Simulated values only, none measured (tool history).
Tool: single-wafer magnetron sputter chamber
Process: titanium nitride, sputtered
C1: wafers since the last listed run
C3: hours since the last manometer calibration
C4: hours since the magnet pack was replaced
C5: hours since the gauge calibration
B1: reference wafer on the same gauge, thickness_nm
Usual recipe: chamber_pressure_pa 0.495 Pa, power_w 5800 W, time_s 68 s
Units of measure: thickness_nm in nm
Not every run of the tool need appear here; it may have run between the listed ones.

{"run": 1, "hour": 0.0, "chamber_pressure_pa": 0.495, "power_w": 5800, "time_s": 68, "C1": 0, "wafers on the sputter target": 4524, "C3": 1116.2, "C4": 7925.4, "C5": 336.1, "B1": 80.053, "thickness_nm": 73.952}
{"hour": 49.3, "done": "sputter target and shields replaced"}
{"run": 2, "hour": 49.8, "chamber_pressure_pa": 0.495, "power_w": 5800, "time_s": 68, "C1": 523, "wafers on the sputter target": 6, "C3": 1166, "C4": 7975.2, "C5": 385.9, "B1": 80.009, "thickness_nm": 75.597}
{"run": 3, "hour": 75.4, "chamber_pressure_pa": 0.495, "power_w": 5800, "time_s": 68, "C1": 320, "wafers on the sputter target": 327, "C3": 1191.6, "C4": 8000.8, "C5": 411.5, "B1": 79.963, "thickness_nm": 75.203}
{"hour": 82.4, "done": "gauge calibrated"}
{"run": 4, "hour": 108.7, "chamber_pressure_pa": 0.495, "power_w": 5800, "time_s": 68, "C1": 417, "wafers on the sputter target": 744, "C3": 1224.9, "C4": 8034.1, "C5": 26.3, "B1": 80.033, "thickness_nm": 75.145}
{"run": 5, "hour": 137.3, "chamber_pressure_pa": 0.495, "power_w": 5800, "time_s": 68, "C1": 358, "wafers on the sputter target": 1102, "C3": 1253.5, "C4": 8062.7, "C5": 54.9, "B1": 79.959, "thickness_nm": 75.04}
{"run": 6, "hour": 163.3, "chamber_pressure_pa": 0.495, "power_w": 5800, "time_s": 68, "C1": 325, "wafers on the sputter target": 1428, "C3": 1279.5, "C4": 8088.7, "C5": 80.9, "B1": 80.028, "thickness_nm": 75.099}
{"run": 7, "hour": 190.9, "chamber_pressure_pa": 0.495, "power_w": 5800, "time_s": 68, "C1": 345, "wafers on the sputter target": 1773, "C3": 1307.1, "C4": 8116.3, "C5": 108.5, "B1": 79.981, "thickness_nm": 74.47}
{"run": 8, "hour": 218.2, "chamber_pressure_pa": 0.495, "power_w": 5800, "time_s": 68, "C1": 341, "wafers on the sputter target": 2115, "C3": 1334.4, "C4": 8143.6, "C5": 135.8, "B1": 80.031, "thickness_nm": 74.867}
{"run": 9, "hour": 288.9, "chamber_pressure_pa": 0.588, "power_w": 6600, "time_s": 68, "C1": 885, "wafers on the sputter target": 3001, "C3": 1405.1, "C4": 8214.3, "C5": 206.5, "B1": 79.987, "thickness_nm": 82.817}
{"run": 10, "hour": 339.3, "chamber_pressure_pa": 0.495, "power_w": 7150, "time_s": 64.1, "C1": 631, "wafers on the sputter target": 3632, "C3": 1455.5, "C4": 8264.7, "C5": 256.9, "B1": 80.028, "thickness_nm": 87.072}
{"run": 11, "hour": 379.4, "chamber_pressure_pa": 0.641, "power_w": 5800, "time_s": 68, "C1": 502, "wafers on the sputter target": 4134, "C3": 1495.6, "C4": 8304.8, "C5": 297, "B1": 80.001, "thickness_nm": 71.792}
{"hour": 399.4, "done": "sputter target and shields replaced"}
{"hour": 423.8, "done": "magnet pack replaced"}
{"hour": 430.6, "done": "capacitance manometer re-zeroed and calibrated"}
{"run": 12, "hour": 435.1, "chamber_pressure_pa": 0.495, "power_w": 7150, "time_s": 68, "C1": 411, "wafers on the sputter target": 261, "C3": 4.5, "C4": 11.3, "C5": 352.7, "B1": 79.958, "thickness_nm": 91.522}
{"hour": 450.0, "done": "gauge calibrated"}
{"run": 13, "hour": 459.4, "chamber_pressure_pa": 0.495, "power_w": 6550, "time_s": 68, "C1": 304, "wafers on the sputter target": 565, "C3": 28.8, "C4": 35.6, "C5": 9.4, "B1": 80.068, "thickness_nm": 83.722}
{"run": 14, "hour": 488.7, "chamber_pressure_pa": 0.405, "power_w": 5050, "time_s": 57.8, "C1": 366, "wafers on the sputter target": 932, "C3": 58.1, "C4": 64.9, "C5": 38.7, "B1": 80.028, "thickness_nm": 56.314}
{"run": 15, "hour": 555.1, "chamber_pressure_pa": 0.495, "power_w": 5800, "time_s": 68, "C1": 831, "wafers on the sputter target": 1764, "C3": 124.5, "C4": 131.3, "C5": 105.1, "B1": 79.932, "thickness_nm": 73.352}
{"run": 16, "hour": 585.7, "chamber_pressure_pa": 0.495, "power_w": 5800, "time_s": 68, "C1": 383, "wafers on the sputter target": 2147, "C3": 155.1, "C4": 161.9, "C5": 135.7, "B1": 80.039, "thickness_nm": 73.452}
{"run": 17, "hour": 631.5, "chamber_pressure_pa": 0.628, "power_w": 6250, "time_s": 74.2, "C1": 573, "wafers on the sputter target": 2721, "C3": 200.9, "C4": 207.7, "C5": 181.5, "B1": 80.058, "thickness_nm": 82.733}

What the log doesn't show, run by run:
gauge reads high (%): 0 across all the runs
H1: deposition rate above that of a new target (%)
H2: true argon pressure above the setpoint (%)
run=1 H1=-2.2 H2=-9.86
run=2 H1=-0.234 H2=-10.6
run=3 H1=-0.633 H2=-10.9
run=4 H1=-1.05 H2=-11.4
run=5 H1=-1.33 H2=-11.9
run=6 H1=-1.54 H2=-12.3
run=7 H1=-1.72 H2=-12.7
run=8 H1=-1.86 H2=-13.2
run=9 H1=-2.13 H2=-14.3
run=10 H1=-2.24 H2=-15.2
run=11 H1=-2.31 H2=-16
run=12 H1=-0.639 H2=-1.16
run=13 H1=-0.931 H2=-1.17
run=14 H1=-1.22 H2=-1.18
run=15 H1=-1.67 H2=-1.26
run=16 H1=-1.82 H2=-1.31
run=17 H1=-1.98 H2=-1.41
